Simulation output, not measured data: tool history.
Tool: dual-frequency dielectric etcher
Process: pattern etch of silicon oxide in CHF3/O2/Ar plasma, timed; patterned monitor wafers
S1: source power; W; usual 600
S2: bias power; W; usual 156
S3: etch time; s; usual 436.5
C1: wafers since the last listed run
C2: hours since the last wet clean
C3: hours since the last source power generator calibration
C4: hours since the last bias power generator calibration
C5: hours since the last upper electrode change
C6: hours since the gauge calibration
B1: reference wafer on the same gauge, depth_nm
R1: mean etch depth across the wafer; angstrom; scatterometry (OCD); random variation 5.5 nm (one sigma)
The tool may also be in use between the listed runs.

run   hour   S1   S2     S3   C1     C2      C3      C4      C5     C6     B1    R1
  1      0  530  156  436.5    0    135  3971.4  4443.5    3231    168  817.8  7689
  2     12  600  156  436.5   61    147  3983.4  4455.5    3243    180  817.3  8116
  3   20.3  600  156  436.5   42  155.3  3991.7  4463.8  3251.3  188.3  818.1  8213
  4   33.7  600  156  436.5   68  168.7  4005.1  4477.2  3264.7  201.7  817.1  8049
  5   46.9  600  156  436.5   67  181.9  4018.3  4490.4  3277.9  214.9    817  8067
  6   59.7  680  140  436.5   65  194.7  4031.1  4503.2  3290.7  227.7  816.9  8207
  7   67.2  500  156  436.5   38  202.2  4038.6  4510.7  3298.2  235.2  817.7  7395
  8   80.4  500  156  436.5   67  215.4  4051.8  4523.9  3311.4  248.4  818.5  7324
  9   96.1  600  171  436.5   80  231.1  4067.5  4539.6  3327.1  264.1  819.4  8242
 10  113.2  600  171  436.5   87  248.2  4084.6  4556.7  3344.2  281.2  818.5  8209
     142.3  -- bias power generator calibrated
     144.2  -- upper electrode replaced
 11  144.7  600  156  436.5  131  279.7  4116.1     2.4     0.5  312.7  817.2  7980
 12  145.1  600  156  436.5    2  280.1  4116.5     2.8     0.9  313.1    819  7971
 13  151.3  600  156  436.5   31  286.3  4122.7       9     7.1  319.3    816  7868
 14    169  600  183  472.5   90    304  4140.4    26.7    24.8    337  817.9  9077
 15  185.8  600  156    350   85  320.8  4157.2    43.5    41.6  353.8    818  6441
     188.4  -- gauge calibrated
 16  200.5  600  156  436.5   75  335.5  4171.9    58.2    56.3   12.1  818.5  7991
 17  212.7  550  156    403   62  347.7  4184.1    70.4    68.5   24.3  818.8  7061
 18  226.3  600  120  436.5   69  361.3  4197.7      84    82.1   37.9  816.6  7296
     257.8  -- wet clean of the chamber
 19  258.3  600  156  436.5   40    0.5  4229.7     116   114.1   69.9  817.2  8188
 20  258.7  600  156  436.5    2    0.9  4230.1   116.4   114.5   70.3  817.4  8274
 21  271.4  600  156  436.5   64   13.6  4242.8   129.1   127.2     83  818.8  8244
       297  -- source power generator calibrated
 22  320.7  480  156  385.5  231   62.9    23.7   178.4   176.5  132.3  817.7  6382
 23  333.4  690  137  436.5   64   75.6    36.4   191.1   189.2    145  816.1  8289
 24  350.8  540  128  339.5   88     93    53.8   208.5   206.6  162.4  818.5  5634
 25  366.8  600  156  436.5   81    109    69.8   224.5   222.6  178.4  819.1  8034
 26  387.1  650  144  436.5  103  129.3    90.1   244.8   242.9  198.7  818.8  8213

Measured less the same run without the tool's hidden state. The same run-to-run variation is in both; the gauge's scatter may not be:
The hidden state here: etch rate over this chamber's usual, %; source power that arrives over what is set, %; bias power that arrives over what is set, %; gauge reads high (%).
run    R1
  1  -175
  2  -198
  3  -210
  4  -220
  5  -235
  6  -253
  7  -235
  8  -247
  9  -295
 10  -313
 11  -339
 12  -339
 13  -342
 14  -416
 15  -311
 16  -402
 17  -368
 18  -394
 19  -110
 20  -111
 21  -125
 22  -138
 23  -194
 24  -145
 25  -224
 26  -252
